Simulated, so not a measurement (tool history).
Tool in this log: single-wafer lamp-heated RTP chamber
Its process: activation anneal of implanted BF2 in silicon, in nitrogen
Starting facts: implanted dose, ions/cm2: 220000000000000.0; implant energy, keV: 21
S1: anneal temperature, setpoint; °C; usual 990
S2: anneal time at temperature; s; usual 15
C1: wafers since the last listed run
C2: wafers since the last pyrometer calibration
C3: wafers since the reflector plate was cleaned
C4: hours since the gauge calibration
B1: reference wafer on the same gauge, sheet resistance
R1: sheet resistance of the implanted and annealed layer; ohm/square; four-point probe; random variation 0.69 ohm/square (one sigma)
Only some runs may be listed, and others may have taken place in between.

| run | day | S1 | S2 | C1 | C2 | C3 | C4 | B1 | R1 |
|---|---|---|---|---|---|---|---|---|---|
| 1 | 0.000 | 990 | 15 | 0 | 2362 | 7931 | 241.8 | 523.73 | 457.56 |
| 2 | 1.321 | 990 | 15 | 396 | 2759 | 8328 | 273.5 | 523.62 | 456.40 |
| 3 | 1.950 | 990 | 15 | 188 | 2947 | 8516 | 288.6 | 523.37 | 456.60 |
| 4 | 3.079 | 990 | 12 | 338 | 3286 | 8855 | 315.7 | 523.47 | 457.34 |
| 5 | 3.650 | 990 | 12 | 171 | 3457 | 9026 | 329.4 | 523.17 | 457.01 |
| 6 | 4.842 | 990 | 15 | 357 | 3815 | 9384 | 358.0 | 523.26 | 455.59 |
| 7 | 5.625 | 990 | 15 | 234 | 4050 | 9619 | 376.8 | 522.98 | 457.21 |
| 8 | 6.554 | 990 | 15 | 278 | 4328 | 9897 | 399.1 | 523.09 | 456.20 |
| 9 | 10.442 | 990 | 15 | 1166 | 5494 | 11063 | 492.4 | 522.57 | 455.73 |
| 10 | 11.296 | 990 | 15 | 256 | 5751 | 11320 | 512.9 | 522.82 | 455.57 |
|  | 12.321 | reflector plate cleaned |
| 11 | 12.342 | 990 | 15 | 213 | 5964 | 6 | 538.0 | 522.43 | 455.18 |
| 12 | 13.158 | 990 | 15 | 244 | 6209 | 251 | 557.6 | 522.52 | 456.11 |
| 13 | 14.096 | 1004 | 15 | 281 | 6491 | 532 | 580.1 | 522.31 | 456.03 |
| 14 | 14.954 | 960 | 9 | 257 | 6748 | 789 | 600.7 | 522.51 | 480.43 |
|  | 15.871 | pyrometer window cleaned and pyrometer calibrated |
| 15 | 15.892 | 967 | 15 | 181 | 6 | 971 | 623.2 | 522.10 | 467.49 |
| 16 | 16.983 | 1019 | 15 | 327 | 334 | 1298 | 649.4 | 522.53 | 454.89 |
| 17 | 18.212 | 1001 | 10 | 368 | 702 | 1667 | 678.9 | 522.37 | 456.92 |
| 18 | 19.654 | 990 | 15 | 432 | 1135 | 2099 | 713.5 | 522.48 | 455.79 |
|  | 20.442 | gauge calibrated |
| 19 | 20.588 | 990 | 15 | 279 | 1415 | 2379 | 3.5 | 526.98 | 460.77 |
| 20 | 22.029 | 965 | 23 | 432 | 1847 | 2812 | 38.1 | 526.44 | 470.30 |
| 21 | 23.092 | 960 | 15 | 318 | 2166 | 3130 | 63.6 | 526.03 | 480.53 |
| 22 | 23.650 | 980 | 13 | 167 | 2333 | 3298 | 77.0 | 525.61 | 460.67 |
| 23 | 24.221 | 965 | 13 | 171 | 2504 | 3469 | 90.7 | 525.70 | 474.11 |
| 24 | 25.700 | 961 | 13 | 443 | 2948 | 3913 | 126.2 | 524.91 | 478.67 |
| 25 | 26.738 | 978 | 8 | 311 | 3259 | 4224 | 151.1 | 524.88 | 462.16 |

Predict each of these 5 candidate next runs independently; none follows another, all start after run 25:
| A | 26.754 | 990 | 15 | 4 | 3264 | 4229 | 151.5 | ? | ? |
| B | 26.754 | 981 | 22 | 4 | 3264 | 4229 | 151.5 | ? | ? |
| C | 26.754 | 998 | 22 | 4 | 3264 | 4229 | 151.5 | ? | ? |
| D | 26.754 | 970 | 15 | 4 | 3264 | 4229 | 151.5 | ? | ? |
| E | 26.754 | 1016 | 10 | 4 | 3264 | 4229 | 151.5 | ? | ? |

| run | B1 | R1 |
|---|---|---|
| A | 524.75 | 457.55 |
| B | 524.75 | 458.50 |
| C | 524.75 | 455.20 |
| D | 524.75 | 466.46 |
| E | 524.75 | 457.99 |
With the hidden condition removed and each run's random variation left untouched, the same runs would have given:
| run | R1 |
|---|---|
| A | 459.49 |
| B | 460.44 |
| C | 457.12 |
| D | 468.43 |
| E | 459.93 |
